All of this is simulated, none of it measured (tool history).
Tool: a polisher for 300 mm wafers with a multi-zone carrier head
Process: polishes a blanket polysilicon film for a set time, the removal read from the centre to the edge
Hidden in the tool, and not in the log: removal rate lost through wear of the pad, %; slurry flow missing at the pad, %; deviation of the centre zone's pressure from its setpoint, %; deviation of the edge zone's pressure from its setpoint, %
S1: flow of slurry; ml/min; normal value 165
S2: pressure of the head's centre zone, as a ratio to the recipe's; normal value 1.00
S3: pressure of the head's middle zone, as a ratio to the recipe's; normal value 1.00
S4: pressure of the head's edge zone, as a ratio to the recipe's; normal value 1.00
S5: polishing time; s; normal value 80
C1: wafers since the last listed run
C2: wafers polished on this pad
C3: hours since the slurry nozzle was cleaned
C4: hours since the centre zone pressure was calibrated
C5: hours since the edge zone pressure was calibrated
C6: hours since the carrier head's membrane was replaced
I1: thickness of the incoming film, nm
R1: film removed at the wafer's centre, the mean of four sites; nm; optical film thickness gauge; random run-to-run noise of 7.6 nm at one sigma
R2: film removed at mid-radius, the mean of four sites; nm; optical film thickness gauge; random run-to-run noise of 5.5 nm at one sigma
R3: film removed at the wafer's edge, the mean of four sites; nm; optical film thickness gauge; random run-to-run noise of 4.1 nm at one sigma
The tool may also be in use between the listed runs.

run	hour	S1	S2	S3	S4	S5	C1	C2	C3	C4	C5	C6	I1	R1	R2	R3
1	0.0	165	1.00	0.95	1.00	80	0	1447	59.6	167.3	90.7	100.0	1607.5	532.1	533.4	561.3
2	188.8	165	1.00	0.95	1.00	80	1655	3103	248.4	356.1	279.5	288.8	1622.3	481.2	508.1	541.1
3	225.4	165	0.95	0.91	1.00	80	320	3424	285.0	392.7	316.1	325.4	1592.9	452.5	487.6	538.0
# hour 228.6: centre zone pressure recalibrated
4	269.2	135	1.00	1.00	1.00	65	366	3790	328.8	40.6	359.9	369.2	1612.3	407.8	411.5	423.4
# hour 278.7: worn pad replaced by a new one
5	297.5	135	0.96	1.00	1.00	80	213	164	357.1	68.9	388.2	397.5	1612.5	474.5	500.8	511.6
6	353.1	110	1.00	0.89	1.00	80	487	652	412.7	124.5	443.8	453.1	1614.1	447.8	429.0	497.5
7	378.2	165	1.00	0.90	1.00	102	220	872	437.8	149.6	468.9	478.2	1587.7	639.9	606.7	680.6
# hour 392.9: slurry nozzle cleaned
8	432.5	165	1.00	1.00	0.91	80	467	1339	39.6	203.9	523.2	532.5	1613.4	548.1	568.4	542.0
9	501.2	135	0.96	1.00	1.00	80	602	1942	108.3	272.6	591.9	601.2	1609.4	493.1	533.0	548.7
10	533.7	165	1.00	1.12	1.03	103	284	2227	140.8	305.1	624.4	633.7	1615.4	680.2	776.3	718.0
11	596.9	165	1.00	1.00	1.00	80	554	2781	204.0	368.3	687.6	696.9	1576.8	511.9	543.6	546.7
# hour 599.0: centre zone pressure recalibrated
12	661.0	165	1.00	1.00	1.00	80	544	3325	268.1	62.0	751.7	761.0	1635.2	523.0	548.9	540.2
13	688.3	165	1.00	1.00	1.00	80	239	3565	295.4	89.3	779.0	788.3	1619.5	522.1	536.9	544.9
# hour 715.5: worn pad replaced by a new one
# hour 725.4: edge zone pressure recalibrated
14	740.8	120	1.00	1.00	1.00	80	407	203	347.9	141.8	15.4	840.8	1603.0	478.7	500.3	517.4
15	769.0	165	0.90	1.00	1.00	89	247	451	376.1	170.0	43.6	869.0	1612.8	507.5	586.3	600.4
16	806.9	165	1.06	1.00	1.00	80	332	783	414.0	207.9	81.5	906.9	1631.3	530.0	534.6	538.3
17	878.4	145	1.00	1.10	0.91	66	626	1410	485.5	279.4	153.0	978.4	1613.4	393.9	461.1	421.5
# hour 880.8: slurry nozzle cleaned
18	909.1	165	1.00	1.00	1.00	80	260	1670	28.3	310.1	183.7	1009.1	1622.1	531.0	566.7	568.1
19	955.4	165	1.00	1.00	1.00	62	405	2076	74.6	356.4	230.0	1055.4	1616.4	398.9	433.5	436.8
# hour 995.9: centre zone pressure recalibrated
20	1002.7	110	1.00	1.06	1.00	61	397	2473	121.9	6.8	277.3	1102.7	1573.8	384.5	420.1	398.5
21	1068.5	165	1.00	1.00	1.00	99	576	3050	187.7	72.6	343.1	1168.5	1593.1	678.7	675.0	683.1
22	1139.8	165	1.00	1.00	1.00	80	625	3676	259.0	143.9	414.4	1239.8	1596.3	528.0	542.8	542.3
# hour 1180.5: worn pad replaced by a new one
23	1181.0	165	1.00	1.00	1.00	80	326	4	300.2	185.1	455.6	1281.0	1642.4	512.1	530.3	536.2

What if the next run were any one of these 3? Each begins from the tool's condition after run 23:
A	1181.4	165	1.00	1.00	1.00	80	3	8	300.6	185.5	456.0	1281.4	1589.1	?	?	?
B	1181.4	165	1.00	1.12	1.00	80	3	8	300.6	185.5	456.0	1281.4	1589.1	?	?	?
C	1181.4	165	1.00	1.00	0.91	59	3	8	300.6	185.5	456.0	1281.4	1589.1	?	?	?

run	R1	R2	R3
A	516.3	538.9	541.9
B	516.7	593.5	541.1
C	380.7	397.5	385.4
Without the tool's unlogged condition, the same runs would have read:
run	R1	R2	R3
A	582.4	581.7	572.2
B	582.9	640.6	571.3
C	429.5	429.0	406.9

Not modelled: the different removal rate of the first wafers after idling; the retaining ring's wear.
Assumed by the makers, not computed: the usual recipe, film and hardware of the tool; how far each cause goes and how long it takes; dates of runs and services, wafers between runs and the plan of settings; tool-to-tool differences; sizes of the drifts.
